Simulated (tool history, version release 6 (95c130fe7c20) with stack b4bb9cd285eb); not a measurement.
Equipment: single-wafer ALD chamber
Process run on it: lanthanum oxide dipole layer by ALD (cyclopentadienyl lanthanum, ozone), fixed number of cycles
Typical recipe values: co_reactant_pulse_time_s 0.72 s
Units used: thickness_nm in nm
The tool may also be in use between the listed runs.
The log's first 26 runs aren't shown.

run,day,co_reactant_pulse_time_s,"read-back reference wafer on the same gauge, thickness_nm",thickness_nm
27,50.083,0.43,0.433,0.306
28,51.988,0.97,0.433,0.475
29,53.125,0.93,0.433,0.468
30,55.971,0.46,0.433,0.319
31,57.421,1,0.433,0.478
32,60.138,0.91,0.433,0.465
33,62.579,0.72,0.433,0.419
# day 63.229: gauge calibrated
34,64.004,0.51,0.433,0.342

4 ways to go on from here, each from the tool as it stands after run 34. What would each give?
A,64.021,0.72,?,?
B,64.021,0.9,?,?
C,64.021,0.84,?,?
D,64.021,0.88,?,?

run,"read-back reference wafer on the same gauge, thickness_nm",thickness_nm
A,0.433,0.417
B,0.433,0.46
C,0.433,0.447
D,0.433,0.456
Without the tool's hidden state the same runs would have given:
run,thickness_nm
A,0.421
B,0.463
C,0.451
D,0.46
